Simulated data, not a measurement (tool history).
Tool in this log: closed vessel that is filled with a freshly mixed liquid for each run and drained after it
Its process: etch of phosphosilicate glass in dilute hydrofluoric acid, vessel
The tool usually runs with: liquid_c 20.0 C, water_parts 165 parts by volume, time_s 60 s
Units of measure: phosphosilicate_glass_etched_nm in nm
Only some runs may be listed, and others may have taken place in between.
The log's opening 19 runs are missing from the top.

run   hour  liquid_c  water_parts  time_s  wafers since the last listed run  hours since the thermometer was replaced  hours since the hydrofluoric acid flow meter was replaced  hours since the gauge calibration  read-back film thickness of the phosphosilicate glass reference wafer, read on the same gauge (nm)  phosphosilicate_glass_etched_nm
 20  228.4      18.0          205      85                              1305                                      99.0                                                       20.4                               47.6                                                                                               29.99                            21.36
 21  238.3      18.5          165      60                              1318                                     108.9                                                       30.3                               57.5                                                                                               29.98                            20.09
 22  244.3      24.0          115      60                               799                                     114.9                                                       36.3                               63.5                                                                                               30.01                            37.42
 23  260.2      20.0          165      60                              2118                                     130.8                                                       52.2                               79.4                                                                                               30.01                            21.14
 24  269.9      21.5          235      80                              1292                                     140.5                                                       61.9                               89.1                                                                                               30.00                            19.57
 25  276.5      20.0          205      60                               879                                     147.1                                                       68.5                               95.7                                                                                               29.99                            16.27
 26  284.2      20.0          165      60                              1025                                     154.8                                                       76.2                              103.4                                                                                               30.03                            21.29
 27  300.3      22.5          140      60                              2144                                     170.9                                                       92.3                              119.5                                                                                               29.99                            28.08
 28  317.4      20.0          165      45                              2277                                     188.0                                                      109.4                              136.6                                                                                               30.01                            15.81
 29  330.1      20.0          200      50                              1691                                     200.7                                                      122.1                              149.3                                                                                               30.03                            14.08
 30  337.9      23.0          165      35                              1039                                     208.5                                                      129.9                              157.1                                                                                               29.99                            13.90

Forecast each of these 4 alternatives for the next run:
  A  338.6      20.0          165      80                                93                                     209.2                                                      130.6                              157.8                                                                                                   ?                                ?
  B  338.6      20.0          165      70                                93                                     209.2                                                      130.6                              157.8                                                                                                   ?                                ?
  C  338.6      20.0          225      40                                93                                     209.2                                                      130.6                              157.8                                                                                                   ?                                ?
  D  338.6      23.0          165      60                                93                                     209.2                                                      130.6                              157.8                                                                                                   ?                                ?

run  read-back film thickness of the phosphosilicate glass reference wafer, read on the same gauge (nm)  phosphosilicate_glass_etched_nm
  A                                                                                               30.00                            28.29
  B                                                                                               30.00                            24.75
  C                                                                                               30.00                             9.76
  D                                                                                               30.00                            23.81
Stripped of hidden state, with their random variation kept, the same runs would have yielded:
run  phosphosilicate_glass_etched_nm
  A                            27.72
  B                            24.26
  C                             9.58
  D                            23.36
